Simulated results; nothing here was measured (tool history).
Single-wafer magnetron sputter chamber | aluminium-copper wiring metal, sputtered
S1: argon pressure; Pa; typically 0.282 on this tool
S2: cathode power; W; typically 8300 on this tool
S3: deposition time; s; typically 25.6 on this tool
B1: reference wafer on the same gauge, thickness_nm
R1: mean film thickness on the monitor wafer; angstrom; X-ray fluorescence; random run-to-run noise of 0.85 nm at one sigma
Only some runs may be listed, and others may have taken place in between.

run	day	S1	S2	S3	B1	R1
1	0.000	0.282	8300	28.9	404.596	4705.03
# day 0.354: sputter target and shields replaced
2	1.142	0.282	8300	28.9	405.049	4780.87
3	3.892	0.282	8300	28.9	404.628	4778.42
4	5.150	0.282	8300	25.6	404.768	4212.25
5	5.854	0.282	8300	25.6	405.201	4216.98
6	7.100	0.282	8300	28.5	404.951	4687.56
7	7.658	0.282	8300	28.5	404.898	4672.89
# day 8.562: capacitance manometer re-zeroed and calibrated
8	8.583	0.282	8300	28.5	404.727	4685.13
9	9.658	0.357	8300	24.4	404.988	3794.91
# day 10.721: gauge calibrated
10	11.054	0.282	7550	28.2	405.332	4199.71

Run 11 is up next; what results do you expect?
# day 11.508: magnet pack replaced
11	12.192	0.368	8300	23.1	?	?

Run 11 gave B1 405.277, R1 3546.53 angstrom.
With no hidden state in the tool, this same run would have given R1 3624.90 angstrom.

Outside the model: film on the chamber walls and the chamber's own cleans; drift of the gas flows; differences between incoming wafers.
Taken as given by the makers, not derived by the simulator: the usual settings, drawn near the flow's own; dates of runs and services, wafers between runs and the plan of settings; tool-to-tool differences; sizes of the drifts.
